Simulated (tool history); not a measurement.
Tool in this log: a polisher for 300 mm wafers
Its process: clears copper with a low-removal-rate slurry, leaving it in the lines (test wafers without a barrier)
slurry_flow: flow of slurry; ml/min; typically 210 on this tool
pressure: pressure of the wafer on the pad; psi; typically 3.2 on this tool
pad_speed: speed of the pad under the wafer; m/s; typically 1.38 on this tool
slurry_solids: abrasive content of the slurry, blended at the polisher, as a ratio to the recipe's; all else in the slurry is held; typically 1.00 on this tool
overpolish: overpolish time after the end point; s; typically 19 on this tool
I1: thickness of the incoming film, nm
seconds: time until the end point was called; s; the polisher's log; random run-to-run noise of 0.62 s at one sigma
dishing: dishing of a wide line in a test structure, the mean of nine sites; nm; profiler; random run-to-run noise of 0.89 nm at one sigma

{"run": 1, "hour": 0.0, "slurry_flow": 210, "pressure": 3.2, "pad_speed": 1.38, "slurry_solids": 1.0, "overpolish": 19, "I1": 311.9, "seconds": 77.8, "dishing": 58.9}
{"hour": 5.3, "done": "head pressure recalibrated"}
{"run": 2, "hour": 63.2, "slurry_flow": 210, "pressure": 2.9, "pad_speed": 1.38, "slurry_solids": 1.0, "overpolish": 19, "I1": 310.1, "seconds": 90.0, "dishing": 52.1}
{"run": 3, "hour": 161.1, "slurry_flow": 210, "pressure": 2.9, "pad_speed": 1.38, "slurry_solids": 1.0, "overpolish": 19, "I1": 307.9, "seconds": 95.3, "dishing": 50.2}
{"hour": 214.5, "done": "slurry blender recalibrated"}
{"hour": 248.9, "done": "worn pad replaced by a new one"}
{"run": 4, "hour": 260.5, "slurry_flow": 210, "pressure": 2.9, "pad_speed": 1.38, "slurry_solids": 1.0, "overpolish": 19, "I1": 316.9, "seconds": 93.4, "dishing": 51.9}
{"hour": 266.5, "done": "slurry nozzle cleaned"}
{"run": 5, "hour": 312.0, "slurry_flow": 210, "pressure": 3.2, "pad_speed": 1.38, "slurry_solids": 1.2, "overpolish": 19, "I1": 312.7, "seconds": 71.4, "dishing": 66.0}
{"hour": 363.9, "done": "head pressure recalibrated"}
{"run": 6, "hour": 411.2, "slurry_flow": 210, "pressure": 3.6, "pad_speed": 1.38, "slurry_solids": 1.0, "overpolish": 19, "I1": 313.8, "seconds": 68.7, "dishing": 68.2}
{"run": 7, "hour": 452.2, "slurry_flow": 210, "pressure": 3.6, "pad_speed": 1.38, "slurry_solids": 1.0, "overpolish": 19, "I1": 307.3, "seconds": 68.7, "dishing": 66.5}
{"run": 8, "hour": 524.5, "slurry_flow": 210, "pressure": 3.2, "pad_speed": 1.38, "slurry_solids": 1.0, "overpolish": 19, "I1": 310.6, "seconds": 80.6, "dishing": 57.2}
{"run": 9, "hour": 595.3, "slurry_flow": 210, "pressure": 3.2, "pad_speed": 1.38, "slurry_solids": 1.0, "overpolish": 19, "I1": 312.7, "seconds": 85.5, "dishing": 55.6}
{"hour": 598.3, "done": "slurry blender recalibrated"}
{"hour": 619.1, "done": "worn pad replaced by a new one"}
{"hour": 627.9, "done": "slurry nozzle cleaned"}
{"run": 10, "hour": 688.7, "slurry_flow": 210, "pressure": 3.2, "pad_speed": 1.38, "slurry_solids": 1.0, "overpolish": 19, "I1": 309.0, "seconds": 72.6, "dishing": 62.6}
{"run": 11, "hour": 757.8, "slurry_flow": 210, "pressure": 3.2, "pad_speed": 1.38, "slurry_solids": 1.0, "overpolish": 19, "I1": 311.4, "seconds": 76.7, "dishing": 60.2}
{"hour": 834.2, "done": "head pressure recalibrated"}
{"hour": 1005.0, "done": "slurry nozzle cleaned"}
{"run": 12, "hour": 1025.5, "slurry_flow": 210, "pressure": 3.2, "pad_speed": 1.38, "slurry_solids": 1.0, "overpolish": 19, "I1": 310.2, "seconds": 81.4, "dishing": 57.2}
{"hour": 1029.0, "done": "slurry blender recalibrated"}
{"hour": 1049.8, "done": "worn pad replaced by a new one"}
{"run": 13, "hour": 1067.7, "slurry_flow": 210, "pressure": 3.2, "pad_speed": 1.1, "slurry_solids": 1.0, "overpolish": 19, "I1": 315.0, "seconds": 96.4, "dishing": 51.2}
{"run": 14, "hour": 1159.0, "slurry_flow": 210, "pressure": 3.2, "pad_speed": 1.38, "slurry_solids": 1.0, "overpolish": 19, "I1": 310.8, "seconds": 76.3, "dishing": 60.4}
{"hour": 1186.3, "done": "head pressure recalibrated"}
{"run": 15, "hour": 1212.0, "slurry_flow": 210, "pressure": 3.2, "pad_speed": 1.16, "slurry_solids": 1.0, "overpolish": 19, "I1": 308.6, "seconds": 92.9, "dishing": 51.4}
{"run": 16, "hour": 1269.7, "slurry_flow": 210, "pressure": 3.2, "pad_speed": 1.26, "slurry_solids": 1.0, "overpolish": 22, "I1": 313.8, "seconds": 88.1, "dishing": 61.7}
{"run": 17, "hour": 1354.9, "slurry_flow": 210, "pressure": 2.9, "pad_speed": 1.38, "slurry_solids": 1.0, "overpolish": 19, "I1": 309.4, "seconds": 94.6, "dishing": 50.7}
{"hour": 1416.1, "done": "slurry nozzle cleaned"}
{"run": 18, "hour": 1426.8, "slurry_flow": 145, "pressure": 3.2, "pad_speed": 1.58, "slurry_solids": 1.0, "overpolish": 19, "I1": 313.2, "seconds": 76.1, "dishing": 60.2}
{"hour": 1438.6, "done": "slurry blender recalibrated"}
{"run": 19, "hour": 1471.7, "slurry_flow": 275, "pressure": 3.5, "pad_speed": 1.38, "slurry_solids": 1.15, "overpolish": 19, "I1": 312.5, "seconds": 65.0, "dishing": 71.3}
{"hour": 1522.9, "done": "worn pad replaced by a new one"}
{"run": 20, "hour": 1523.8, "slurry_flow": 140, "pressure": 2.8, "pad_speed": 1.38, "slurry_solids": 1.0, "overpolish": 19, "I1": 305.5, "seconds": 91.1, "dishing": 51.7}
{"hour": 1583.9, "done": "head pressure recalibrated"}
{"run": 21, "hour": 1590.1, "slurry_flow": 210, "pressure": 3.2, "pad_speed": 1.38, "slurry_solids": 0.7, "overpolish": 15, "I1": 312.3, "seconds": 86.1, "dishing": 44.6}
{"run": 22, "hour": 1678.5, "slurry_flow": 150, "pressure": 2.8, "pad_speed": 1.38, "slurry_solids": 1.0, "overpolish": 19, "I1": 310.9, "seconds": 98.1, "dishing": 47.6}
{"run": 23, "hour": 1733.5, "slurry_flow": 270, "pressure": 3.2, "pad_speed": 1.38, "slurry_solids": 0.8, "overpolish": 27, "I1": 304.5, "seconds": 82.1, "dishing": 77.4}
{"hour": 1786.2, "done": "slurry nozzle cleaned"}
{"run": 24, "hour": 1820.4, "slurry_flow": 185, "pressure": 3.2, "pad_speed": 1.0, "slurry_solids": 1.1, "overpolish": 15, "I1": 309.0, "seconds": 109.2, "dishing": 35.4}
{"hour": 1855.4, "done": "slurry blender recalibrated"}
{"run": 25, "hour": 1907.2, "slurry_flow": 160, "pressure": 3.2, "pad_speed": 1.38, "slurry_solids": 1.0, "overpolish": 26, "I1": 314.2, "seconds": 79.5, "dishing": 78.1}
{"run": 26, "hour": 1948.0, "slurry_flow": 160, "pressure": 3.2, "pad_speed": 1.38, "slurry_solids": 1.0, "overpolish": 11, "I1": 311.1, "seconds": 80.7, "dishing": 35.3}

What will run 27 give?
{"hour": 1996.3, "done": "worn pad replaced by a new one"}
{"run": 27, "hour": 2023.7, "slurry_flow": 210, "pressure": 3.2, "pad_speed": 1.38, "slurry_solids": 1.0, "overpolish": 19, "I1": 308.7, "seconds": "?", "dishing": "?"}

{"run 27": {"seconds": 77.9, "dishing": 60.0}}
Without the tool's hidden state the same run would have given seconds 72.9 s, dishing 63.4 nm.
